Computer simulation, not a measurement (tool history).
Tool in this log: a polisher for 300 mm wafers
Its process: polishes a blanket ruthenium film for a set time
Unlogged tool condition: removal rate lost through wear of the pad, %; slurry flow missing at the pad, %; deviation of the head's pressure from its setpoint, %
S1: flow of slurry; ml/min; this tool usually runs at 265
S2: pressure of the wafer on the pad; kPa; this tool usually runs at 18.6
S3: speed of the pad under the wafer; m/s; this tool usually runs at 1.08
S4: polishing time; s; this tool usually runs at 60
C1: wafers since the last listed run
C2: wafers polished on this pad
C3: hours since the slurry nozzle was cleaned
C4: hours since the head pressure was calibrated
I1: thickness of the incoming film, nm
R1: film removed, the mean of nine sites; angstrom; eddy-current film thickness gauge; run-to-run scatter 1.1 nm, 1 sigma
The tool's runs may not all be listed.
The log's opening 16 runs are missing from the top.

{"run": 17, "hour": 164.8, "S1": 315, "S2": 21.4, "S3": 1.08, "S4": 71, "C1": 120, "C2": 436, "C3": 258.8, "C4": 92.4, "I1": 653.6, "R1": 1067}
{"run": 18, "hour": 178.5, "S1": 175, "S2": 20.7, "S3": 1.34, "S4": 51, "C1": 129, "C2": 566, "C3": 272.5, "C4": 106.1, "I1": 641.8, "R1": 867}
{"run": 19, "hour": 195.0, "S1": 265, "S2": 18.6, "S3": 1.08, "S4": 78, "C1": 156, "C2": 722, "C3": 289, "C4": 122.6, "I1": 645.6, "R1": 994}
{"run": 20, "hour": 201.1, "S1": 235, "S2": 22.8, "S3": 1.3, "S4": 51, "C1": 57, "C2": 780, "C3": 295.1, "C4": 128.7, "I1": 644.2, "R1": 941}
{"run": 21, "hour": 208.1, "S1": 265, "S2": 18.6, "S3": 1.08, "S4": 60, "C1": 66, "C2": 846, "C3": 302.1, "C4": 135.7, "I1": 629.9, "R1": 760}
{"hour": 224.4, "done": "worn pad replaced by a new one"}
{"run": 22, "hour": 224.9, "S1": 265, "S2": 18.6, "S3": 1.08, "S4": 60, "C1": 121, "C2": 4, "C3": 318.9, "C4": 152.5, "I1": 648.3, "R1": 877}
{"run": 23, "hour": 259.5, "S1": 265, "S2": 18.6, "S3": 1.08, "S4": 60, "C1": 327, "C2": 332, "C3": 353.5, "C4": 187.1, "I1": 630.4, "R1": 788}
{"run": 24, "hour": 267.1, "S1": 295, "S2": 22.8, "S3": 0.86, "S4": 60, "C1": 71, "C2": 404, "C3": 361.1, "C4": 194.7, "I1": 633.3, "R1": 795}
{"run": 25, "hour": 277.6, "S1": 265, "S2": 24.1, "S3": 1.08, "S4": 48, "C1": 99, "C2": 504, "C3": 371.6, "C4": 205.2, "I1": 639.2, "R1": 830}
{"run": 26, "hour": 283.6, "S1": 265, "S2": 18.6, "S3": 1.08, "S4": 60, "C1": 56, "C2": 560, "C3": 377.6, "C4": 211.2, "I1": 630.6, "R1": 781}
{"run": 27, "hour": 292.3, "S1": 265, "S2": 15.9, "S3": 1.08, "S4": 60, "C1": 82, "C2": 643, "C3": 386.3, "C4": 219.9, "I1": 641.6, "R1": 661}
{"hour": 293.7, "done": "slurry nozzle cleaned"}
{"run": 28, "hour": 300.2, "S1": 265, "S2": 18.6, "S3": 0.76, "S4": 60, "C1": 65, "C2": 708, "C3": 6.5, "C4": 227.8, "I1": 633.2, "R1": 543}

Expected results for the next run?
{"run": 29, "hour": 308.5, "S1": 265, "S2": 18.6, "S3": 1.08, "S4": 60, "C1": 78, "C2": 787, "C3": 14.8, "C4": 236.1, "I1": 648.6, "R1": "?"}

Run 29 measured R1 767 angstrom.
Take away the tool's hidden state, keep the run-to-run variation as it was, and the same run would have given R1 869 angstrom.

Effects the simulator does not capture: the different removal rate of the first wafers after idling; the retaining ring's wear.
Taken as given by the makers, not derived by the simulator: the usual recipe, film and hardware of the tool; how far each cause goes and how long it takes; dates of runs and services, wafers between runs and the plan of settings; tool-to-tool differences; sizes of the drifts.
